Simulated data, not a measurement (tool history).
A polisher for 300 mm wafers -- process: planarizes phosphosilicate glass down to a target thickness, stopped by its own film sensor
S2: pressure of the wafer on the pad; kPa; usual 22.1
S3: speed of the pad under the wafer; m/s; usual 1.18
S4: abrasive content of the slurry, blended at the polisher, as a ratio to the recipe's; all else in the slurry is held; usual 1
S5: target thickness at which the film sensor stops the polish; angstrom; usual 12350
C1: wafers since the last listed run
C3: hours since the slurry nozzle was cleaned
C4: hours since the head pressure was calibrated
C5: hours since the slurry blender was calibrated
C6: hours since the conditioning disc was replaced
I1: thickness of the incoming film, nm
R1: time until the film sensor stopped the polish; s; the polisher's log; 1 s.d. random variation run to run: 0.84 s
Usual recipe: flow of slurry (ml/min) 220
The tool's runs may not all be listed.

run 1 hour=0 | flow_of_slurry_(ml/min)=220 S2=22.1 S3=1.18 S4=1 S5=12350 | C1=0 wafers_polished_on_this_pad=105 C3=765.6 C4=1286.3 C5=145.9 C6=151.1 | I1=2157.5 | R1=101.6
run 2 hour=15.9 | flow_of_slurry_(ml/min)=220 S2=22.1 S3=1.18 S4=1 S5=12350 | C1=168 wafers_polished_on_this_pad=274 C3=781.5 C4=1302.2 C5=161.8 C6=167 | I1=2105.7 | R1=99.9
-- hour=20.6 conditioning disc replaced and pad reconditioned
run 3 hour=24.2 | flow_of_slurry_(ml/min)=220 S2=22.1 S3=1.18 S4=1 S5=12350 | C1=66 wafers_polished_on_this_pad=340 C3=789.8 C4=1310.5 C5=170.1 C6=3.6 | I1=2179.8 | R1=108.2
-- hour=32.5 slurry blender recalibrated
run 4 hour=39.5 | flow_of_slurry_(ml/min)=220 S2=22.1 S3=1.32 S4=1 S5=12350 | C1=141 wafers_polished_on_this_pad=481 C3=805.1 C4=1325.8 C5=7 C6=18.9 | I1=2167.8 | R1=86.1
run 5 hour=48.8 | flow_of_slurry_(ml/min)=220 S2=22.1 S3=1.32 S4=1 S5=12350 | C1=98 wafers_polished_on_this_pad=580 C3=814.4 C4=1335.1 C5=16.3 C6=28.2 | I1=2128.9 | R1=84.1
run 6 hour=63.4 | flow_of_slurry_(ml/min)=220 S2=22.1 S3=1.32 S4=1 S5=12350 | C1=154 wafers_polished_on_this_pad=735 C3=829 C4=1349.7 C5=30.9 C6=42.8 | I1=2143.7 | R1=86.3
-- hour=78.3 worn pad replaced by a new one
run 7 hour=78.8 | flow_of_slurry_(ml/min)=220 S2=20 S3=1.18 S4=1 S5=11370 | C1=120 wafers_polished_on_this_pad=5 C3=844.4 C4=1365.1 C5=46.3 C6=58.2 | I1=2187.6 | R1=114.6
run 8 hour=92.3 | flow_of_slurry_(ml/min)=220 S2=22.1 S3=1.42 S4=1 S5=12350 | C1=143 wafers_polished_on_this_pad=148 C3=857.9 C4=1378.6 C5=59.8 C6=71.7 | I1=2148.4 | R1=83.1
-- hour=103.8 head pressure recalibrated
run 9 hour=104.3 | flow_of_slurry_(ml/min)=220 S2=22.1 S3=1.42 S4=1 S5=12350 | C1=106 wafers_polished_on_this_pad=254 C3=869.9 C4=0.5 C5=71.8 C6=83.7 | I1=2139.3 | R1=83
run 10 hour=110.3 | flow_of_slurry_(ml/min)=220 S2=22.1 S3=1.42 S4=1 S5=12350 | C1=63 wafers_polished_on_this_pad=318 C3=875.9 C4=6.5 C5=77.8 C6=89.7 | I1=2154.7 | R1=83.5
run 11 hour=127.4 | flow_of_slurry_(ml/min)=220 S2=22.1 S3=1.18 S4=1 S5=12350 | C1=181 wafers_polished_on_this_pad=499 C3=893 C4=23.6 C5=94.9 C6=106.8 | I1=2195.3 | R1=100.9
run 12 hour=136 | flow_of_slurry_(ml/min)=220 S2=22.1 S3=1.18 S4=1 S5=14840 | C1=91 wafers_polished_on_this_pad=590 C3=901.6 C4=32.2 C5=103.5 C6=115.4 | I1=2135.2 | R1=69.1
run 13 hour=147.2 | flow_of_slurry_(ml/min)=190 S2=24.8 S3=1.42 S4=1.1 S5=12350 | C1=118 wafers_polished_on_this_pad=709 C3=912.8 C4=43.4 C5=114.7 C6=126.6 | I1=2176.6 | R1=78.4
-- hour=156.7 worn pad replaced by a new one
-- hour=184.2 conditioning disc replaced and pad reconditioned
run 14 hour=184.7 | flow_of_slurry_(ml/min)=220 S2=22.1 S3=1.18 S4=1 S5=12350 | C1=333 wafers_polished_on_this_pad=275 C3=950.3 C4=80.9 C5=152.2 C6=0.5 | I1=2174.7 | R1=105.3
-- hour=186.6 slurry nozzle cleaned
-- hour=187.8 slurry blender recalibrated
run 15 hour=192.4 | flow_of_slurry_(ml/min)=220 S2=22.1 S3=1.32 S4=1 S5=12350 | C1=58 wafers_polished_on_this_pad=334 C3=5.8 C4=88.6 C5=4.6 C6=8.2 | I1=2160.8 | R1=85.7
run 16 hour=198.6 | flow_of_slurry_(ml/min)=180 S2=26.2 S3=1.18 S4=0.9 S5=12350 | C1=65 wafers_polished_on_this_pad=400 C3=12 C4=94.8 C5=10.8 C6=14.4 | I1=2120.5 | R1=87.9
run 17 hour=207.5 | flow_of_slurry_(ml/min)=220 S2=27.6 S3=1.18 S4=1 S5=12350 | C1=94 wafers_polished_on_this_pad=494 C3=20.9 C4=103.7 C5=19.7 C6=23.3 | I1=2127.3 | R1=78.1
run 18 hour=213.6 | flow_of_slurry_(ml/min)=220 S2=22.1 S3=1.36 S4=0.8 S5=12350 | C1=64 wafers_polished_on_this_pad=559 C3=27 C4=109.8 C5=25.8 C6=29.4 | I1=2147.6 | R1=96.4
run 19 hour=222.6 | flow_of_slurry_(ml/min)=190 S2=25.5 S3=1.18 S4=1.25 S5=12350 | C1=95 wafers_polished_on_this_pad=655 C3=36 C4=118.8 C5=34.8 C6=38.4 | I1=2116.9 | R1=72.4
-- hour=228.1 worn pad replaced by a new one
run 20 hour=229.5 | flow_of_slurry_(ml/min)=220 S2=22.1 S3=1.42 S4=1 S5=12350 | C1=30 wafers_polished_on_this_pad=15 C3=42.9 C4=125.7 C5=41.7 C6=45.3 | I1=2150.6 | R1=81.3
run 21 hour=241.4 | flow_of_slurry_(ml/min)=220 S2=15.9 S3=1.46 S4=1 S5=12350 | C1=126 wafers_polished_on_this_pad=141 C3=54.8 C4=137.6 C5=53.6 C6=57.2 | I1=2127.6 | R1=94.6
run 22 hour=255.5 | flow_of_slurry_(ml/min)=220 S2=22.1 S3=1.18 S4=1.25 S5=13510 | C1=149 wafers_polished_on_this_pad=290 C3=68.9 C4=151.7 C5=67.7 C6=71.3 | I1=2142.5 | R1=71.7

Branching from run 22: 5 alternative next runs. What would each branch give?
run A hour=255.9 | flow_of_slurry_(ml/min)=220 S2=22.1 S3=1.18 S4=1 S5=12350 | C1=4 wafers_polished_on_this_pad=295 C3=69.3 C4=152.1 C5=68.1 C6=71.7 | I1=2156.7 | R1=?
run B hour=255.9 | flow_of_slurry_(ml/min)=220 S2=14.5 S3=1.18 S4=1.3 S5=13250 | C1=4 wafers_polished_on_this_pad=295 C3=69.3 C4=152.1 C5=68.1 C6=71.7 | I1=2156.7 | R1=?
run C hour=255.9 | flow_of_slurry_(ml/min)=220 S2=15.2 S3=1.46 S4=1.1 S5=15320 | C1=4 wafers_polished_on_this_pad=295 C3=69.3 C4=152.1 C5=68.1 C6=71.7 | I1=2156.7 | R1=?
run D hour=255.9 | flow_of_slurry_(ml/min)=220 S2=22.1 S3=1.18 S4=1.1 S5=14050 | C1=4 wafers_polished_on_this_pad=295 C3=69.3 C4=152.1 C5=68.1 C6=71.7 | I1=2156.7 | R1=?
run E hour=255.9 | flow_of_slurry_(ml/min)=195 S2=22.1 S3=1.32 S4=1 S5=12350 | C1=4 wafers_polished_on_this_pad=295 C3=69.3 C4=152.1 C5=68.1 C6=71.7 | I1=2156.7 | R1=?

run=A R1=96.2
run=B R1=96.7
run=C R1=66.3
run=D R1=74.1
run=E R1=90.4
Take away the tool's hidden state, keep each run's random variation, and the runs would have read:
run=A R1=94.5
run=B R1=95.2
run=C R1=65.2
run=D R1=72.9
run=E R1=88.8
